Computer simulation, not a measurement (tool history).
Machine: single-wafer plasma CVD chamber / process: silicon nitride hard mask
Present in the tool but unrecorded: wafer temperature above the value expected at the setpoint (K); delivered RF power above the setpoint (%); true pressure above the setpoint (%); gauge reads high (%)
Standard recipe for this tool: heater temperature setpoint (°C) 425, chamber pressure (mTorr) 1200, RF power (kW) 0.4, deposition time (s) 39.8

run   hour  heater temperature setpoint (°C)  chamber pressure (mTorr)  RF power (kW)  deposition time (s)  wafers since the last listed run  hours since the last thermocouple change  hours since the last RF generator calibration  hours since the last manometer calibration  hours since the showerhead was replaced  hours since the gauge calibration  read-back reference wafer on the same gauge, thickness_nm  mean film thickness on the monitor wafer (nm)
  1      0                               425                      1200            0.4                 39.8                                 0                                    1145.5                                          886.1                                       818.6                                   3105.8                              205.1                                                     49.148                                         51.029
  2   16.9                               425                      1200            0.4                 39.8                               340                                    1162.4                                            903                                       835.5                                   3122.7                                222                                                     49.193                                         50.989
  3   42.4                               425                      1200            0.4                 39.8                               514                                    1187.9                                          928.5                                         861                                   3148.2                              247.5                                                     49.219                                         51.162
  4   74.1                               425                      1200            0.4                 39.8                               639                                    1219.6                                          960.2                                       892.7                                   3179.9                              279.2                                                     49.235                                         51.071
      85.4  -- gauge calibrated
  5  107.9                               425                      1200            0.4                 43.2                               681                                    1253.4                                            994                                       926.5                                   3213.7                               22.5                                                     48.795                                         54.757
  6  123.3                               425                      1200            0.4                 39.8                               310                                    1268.8                                         1009.4                                       941.9                                   3229.1                               37.9                                                     48.857                                         50.917
  7  158.7                               425                      1200            0.4                 39.8                               714                                    1304.2                                         1044.8                                       977.3                                   3264.5                               73.3                                                     48.975                                         51.014
  8  192.3                               425                      1200            0.4                 39.8                               677                                    1337.8                                         1078.4                                      1010.9                                   3298.1                              106.9                                                     49.002                                         51.215
  9  219.3                               425                      1200            0.4                 39.8                               544                                    1364.8                                         1105.4                                      1037.9                                   3325.1                              133.9                                                     49.109                                          51.42
       237  -- capacitance manometer re-zeroed and calibrated
 10  253.7                               425                      1200            0.4                 39.8                               532                                    1399.2                                         1139.8                                        16.7                                   3359.5                              168.3                                                     49.155                                         50.869
 11  279.4                               425                      1200            0.4                 39.8                               518                                    1424.9                                         1165.5                                        42.4                                   3385.2                                194                                                     49.175                                         51.156
       359  -- RF generator calibrated
 12  384.6                               425                      1400            0.4                   36                              1960                                    1530.1                                           25.6                                       147.6                                   3490.4                              299.2                                                     49.187                                          48.94
     395.4  -- showerhead replaced
     408.8  -- thermocouple changed; heater temperature recalibrated
 13  412.1                               425                      1200            0.4                 39.8                               231                                       3.3                                           53.1                                       175.1                                     16.7                              326.7                                                     49.274                                         51.515
 14  436.5                               431                      1200          0.365                 39.8                               492                                      27.7                                           77.5                                       199.5                                     41.1                              351.1                                                     49.272                                         47.635
     454.3  -- gauge calibrated
 15  467.7                               425                       930            0.4                 32.6                               629                                      58.9                                          108.7                                       230.7                                     72.3                               13.4                                                     48.574                                         36.867
 16  494.2                               416                      1350           0.33                 39.8                               534                                      85.4                                          135.2                                       257.2                                     98.8                               39.9                                                     48.632                                         45.723

Estimate the outcome of run 17 from the log above:
 17  529.2                               425                      1200            0.4                 39.8                               705                                     120.4                                          170.2                                       292.2                                    133.8                               74.9                                                          ?                                              ?

{"run 17": {"read-back reference wafer on the same gauge, thickness_nm": 48.785, "mean film thickness on the monitor wafer (nm)": 50.8}}
Without the tool's hidden state the same run would have given mean film thickness on the monitor wafer (nm) 50.63.

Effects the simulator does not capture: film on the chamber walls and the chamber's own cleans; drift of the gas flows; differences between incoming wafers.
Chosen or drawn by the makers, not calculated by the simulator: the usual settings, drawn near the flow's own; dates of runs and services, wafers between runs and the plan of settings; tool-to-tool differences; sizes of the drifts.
